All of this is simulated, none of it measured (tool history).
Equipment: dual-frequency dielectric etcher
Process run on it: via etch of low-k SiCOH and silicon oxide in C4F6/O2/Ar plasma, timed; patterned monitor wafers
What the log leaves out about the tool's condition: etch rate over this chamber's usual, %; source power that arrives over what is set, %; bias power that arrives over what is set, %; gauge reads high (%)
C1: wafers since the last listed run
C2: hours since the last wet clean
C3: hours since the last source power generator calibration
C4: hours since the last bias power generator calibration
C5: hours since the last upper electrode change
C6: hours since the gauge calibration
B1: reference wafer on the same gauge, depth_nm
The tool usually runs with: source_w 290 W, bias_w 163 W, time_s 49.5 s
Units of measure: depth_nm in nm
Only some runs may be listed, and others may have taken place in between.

run 1 day=0.000 | source_w=290 bias_w=163 time_s=42.5 | C1=0 C2=454.9 C3=1454.9 C4=3214.6 C5=4678.4 C6=62.2 | B1=113.7 | depth_nm=85.5
run 2 day=0.683 | source_w=290 bias_w=163 time_s=42.5 | C1=213 C2=471.3 C3=1471.3 C4=3231.0 C5=4694.8 C6=78.6 | B1=113.7 | depth_nm=85.8
run 3 day=1.625 | source_w=240 bias_w=163 time_s=49.5 | C1=294 C2=493.9 C3=1493.9 C4=3253.6 C5=4717.4 C6=101.2 | B1=113.6 | depth_nm=92.0
run 4 day=2.804 | source_w=240 bias_w=163 time_s=49.5 | C1=368 C2=522.2 C3=1522.2 C4=3281.9 C5=4745.7 C6=129.5 | B1=113.7 | depth_nm=92.1
-- day=4.221 wet clean of the chamber
-- day=4.258 upper electrode replaced
run 5 day=4.279 | source_w=290 bias_w=163 time_s=46.5 | C1=135 C2=1.4 C3=1557.6 C4=3317.3 C5=0.5 C6=164.9 | B1=113.8 | depth_nm=91.3
run 6 day=5.183 | source_w=290 bias_w=163 time_s=49.5 | C1=282 C2=23.1 C3=1579.3 C4=3339.0 C5=22.2 C6=186.6 | B1=113.7 | depth_nm=97.4
-- day=6.079 source power generator calibrated
run 7 day=6.100 | source_w=290 bias_w=163 time_s=49.5 | C1=234 C2=45.1 C3=0.5 C4=3361.0 C5=44.2 C6=208.6 | B1=113.7 | depth_nm=97.4
run 8 day=7.333 | source_w=320 bias_w=176 time_s=43.0 | C1=385 C2=74.7 C3=30.1 C4=3390.6 C5=73.8 C6=238.2 | B1=113.7 | depth_nm=90.6
run 9 day=8.521 | source_w=240 bias_w=163 time_s=49.5 | C1=370 C2=103.2 C3=58.6 C4=3419.1 C5=102.3 C6=266.7 | B1=113.7 | depth_nm=89.9
-- day=8.762 gauge calibrated
-- day=9.167 bias power generator calibrated
run 10 day=9.188 | source_w=290 bias_w=163 time_s=42.5 | C1=156 C2=119.2 C3=74.6 C4=0.5 C5=118.3 C6=10.2 | B1=113.8 | depth_nm=84.2
run 11 day=9.775 | source_w=350 bias_w=145 time_s=58.5 | C1=183 C2=133.3 C3=88.7 C4=14.6 C5=132.4 C6=24.3 | B1=113.7 | depth_nm=121.5
run 12 day=10.421 | source_w=340 bias_w=185 time_s=45.0 | C1=201 C2=148.8 C3=104.2 C4=30.1 C5=147.9 C6=39.8 | B1=113.7 | depth_nm=98.9
run 13 day=11.175 | source_w=290 bias_w=163 time_s=45.5 | C1=235 C2=166.9 C3=122.3 C4=48.2 C5=166.0 C6=57.9 | B1=113.7 | depth_nm=90.1
run 14 day=11.800 | source_w=290 bias_w=128 time_s=43.0 | C1=195 C2=181.9 C3=137.3 C4=63.2 C5=181.0 C6=72.9 | B1=113.7 | depth_nm=79.7

Forecast each of these 4 alternatives for the next run:
run A day=11.817 | source_w=310 bias_w=163 time_s=49.5 | C1=5 C2=182.3 C3=137.7 C4=63.6 C5=181.4 C6=73.3 | B1=? | depth_nm=?
run B day=11.817 | source_w=290 bias_w=137 time_s=49.5 | C1=5 C2=182.3 C3=137.7 C4=63.6 C5=181.4 C6=73.3 | B1=? | depth_nm=?
run C day=11.817 | source_w=340 bias_w=146 time_s=62.5 | C1=5 C2=182.3 C3=137.7 C4=63.6 C5=181.4 C6=73.3 | B1=? | depth_nm=?
run D day=11.817 | source_w=320 bias_w=163 time_s=42.0 | C1=5 C2=182.3 C3=137.7 C4=63.6 C5=181.4 C6=73.3 | B1=? | depth_nm=?

run=A B1=113.7 depth_nm=101.1
run=B B1=113.7 depth_nm=93.5
run=C B1=113.7 depth_nm=128.8
run=D B1=113.7 depth_nm=87.0
With the hidden condition removed and each run's random variation left untouched, the same runs would have given:
run=A depth_nm=100.2
run=B depth_nm=92.7
run=C depth_nm=127.6
run=D depth_nm=86.2
